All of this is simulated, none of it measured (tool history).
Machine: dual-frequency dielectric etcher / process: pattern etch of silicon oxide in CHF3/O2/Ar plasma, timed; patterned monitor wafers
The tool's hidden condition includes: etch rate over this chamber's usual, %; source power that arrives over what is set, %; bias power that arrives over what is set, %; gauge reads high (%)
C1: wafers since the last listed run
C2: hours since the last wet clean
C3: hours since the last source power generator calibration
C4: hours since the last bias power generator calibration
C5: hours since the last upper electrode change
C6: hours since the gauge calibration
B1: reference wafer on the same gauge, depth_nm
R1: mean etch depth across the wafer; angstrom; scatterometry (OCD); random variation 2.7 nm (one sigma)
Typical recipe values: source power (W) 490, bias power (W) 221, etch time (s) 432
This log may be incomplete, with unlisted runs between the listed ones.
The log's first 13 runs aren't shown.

Run 14, hour 1032.1: usual settings; C1 96; C2 18.9; C3 676.4; C4 1265.4; C5 182.9; C6 1146.3; B1 777.1. Result: R1 9101 angstrom.
Run 15, hour 1095.7: usual settings; C1 333; C2 82.5; C3 740; C4 1329; C5 246.5; C6 1209.9; B1 775.9. Result: R1 9103 angstrom.
Run 16, hour 1200.9: usual settings; C1 551; C2 187.7; C3 845.2; C4 1434.2; C5 351.7; C6 1315.1; B1 776.1. Result: R1 9125 angstrom.
Run 17, hour 1271: usual settings but etch time (s) 376.5; C1 367; C2 257.8; C3 915.3; C4 1504.3; C5 421.8; C6 1385.2; B1 777.3. Result: R1 7943 angstrom.
Run 18, hour 1354: usual settings but bias power (W) 197, etch time (s) 371.5; C1 434; C2 340.8; C3 998.3; C4 1587.3; C5 504.8; C6 1468.2; B1 776.4. Result: R1 7589 angstrom.
Run 19, hour 1433: usual settings but source power (W) 550, bias power (W) 196, etch time (s) 553; C1 414; C2 419.8; C3 1077.3; C4 1666.3; C5 583.8; C6 1547.2; B1 777.8. Result: R1 11940 angstrom.
Run 20, hour 1488.4: usual settings but source power (W) 520, etch time (s) 522; C1 290; C2 475.2; C3 1132.7; C4 1721.7; C5 639.2; C6 1602.6; B1 776.5. Result: R1 11293 angstrom.
Run 21, hour 1644.9: usual settings; C1 820; C2 631.7; C3 1289.2; C4 1878.2; C5 795.7; C6 1759.1; B1 776.5. Result: R1 9132 angstrom.
At hour 1698.4: wet clean of the chamber.
Run 22, hour 1729.7: usual settings but source power (W) 560; C1 318; C2 31.3; C3 1374; C4 1963; C5 880.5; C6 1843.9; B1 776.5. Result: R1 9631 angstrom.
Run 23, hour 1777: usual settings but source power (W) 560, bias power (W) 262, etch time (s) 470.5; C1 247; C2 78.6; C3 1421.3; C4 2010.3; C5 927.8; C6 1891.2; B1 776.9. Result: R1 10925 angstrom.
At hour 1847.4: gauge calibrated.
Run 24, hour 1847.4: usual settings but bias power (W) 171; C1 368; C2 149; C3 1491.7; C4 2080.7; C5 998.2; C6 0; B1 776.7. Result: R1 8540 angstrom.
Run 25, hour 1938.2: usual settings but source power (W) 390, etch time (s) 384; C1 475; C2 239.8; C3 1582.5; C4 2171.5; C5 1089; C6 90.8; B1 776.8. Result: R1 7365 angstrom.
Run 26, hour 1988.4: usual settings; C1 263; C2 290; C3 1632.7; C4 2221.7; C5 1139.2; C6 141; B1 776.2. Result: R1 9114 angstrom.
Run 27, hour 2035: usual settings but bias power (W) 266, etch time (s) 536; C1 244; C2 336.6; C3 1679.3; C4 2268.3; C5 1185.8; C6 187.6; B1 776.5. Result: R1 11815 angstrom.
Run 28, hour 2098.3: usual settings but source power (W) 450, bias power (W) 238; C1 331; C2 399.9; C3 1742.6; C4 2331.6; C5 1249.1; C6 250.9; B1 776.4. Result: R1 8903 angstrom.
Run 29, hour 2148: usual settings but source power (W) 450, etch time (s) 466.5; C1 260; C2 449.6; C3 1792.3; C4 2381.3; C5 1298.8; C6 300.6; B1 776.3. Result: R1 9470 angstrom.
Run 30, hour 2205.3: usual settings but source power (W) 580, etch time (s) 514; C1 300; C2 506.9; C3 1849.6; C4 2438.6; C5 1356.1; C6 357.9; B1 777.6. Result: R1 11567 angstrom.

Alternative continuations, all from the tool just after run 30; predict every row:
Run A, hour 2205.8: usual settings but bias power (W) 206; C1 2; C2 507.4; C3 1850.1; C4 2439.1; C5 1356.6; C6 358.4; B1 ?. Result: R1 ?.
Run B, hour 2205.8: usual settings but etch time (s) 303; C1 2; C2 507.4; C3 1850.1; C4 2439.1; C5 1356.6; C6 358.4; B1 ?. Result: R1 ?.
Run C, hour 2205.8: usual settings but source power (W) 370, bias power (W) 238; C1 2; C2 507.4; C3 1850.1; C4 2439.1; C5 1356.6; C6 358.4; B1 ?. Result: R1 ?.

run     B1    R1
  A  776.8  9010
  B  776.8  6430
  C  776.8  8275
Without the tool's unlogged condition, the same runs would have read:
run    R1
  A  9010
  B  6430
  C  8275
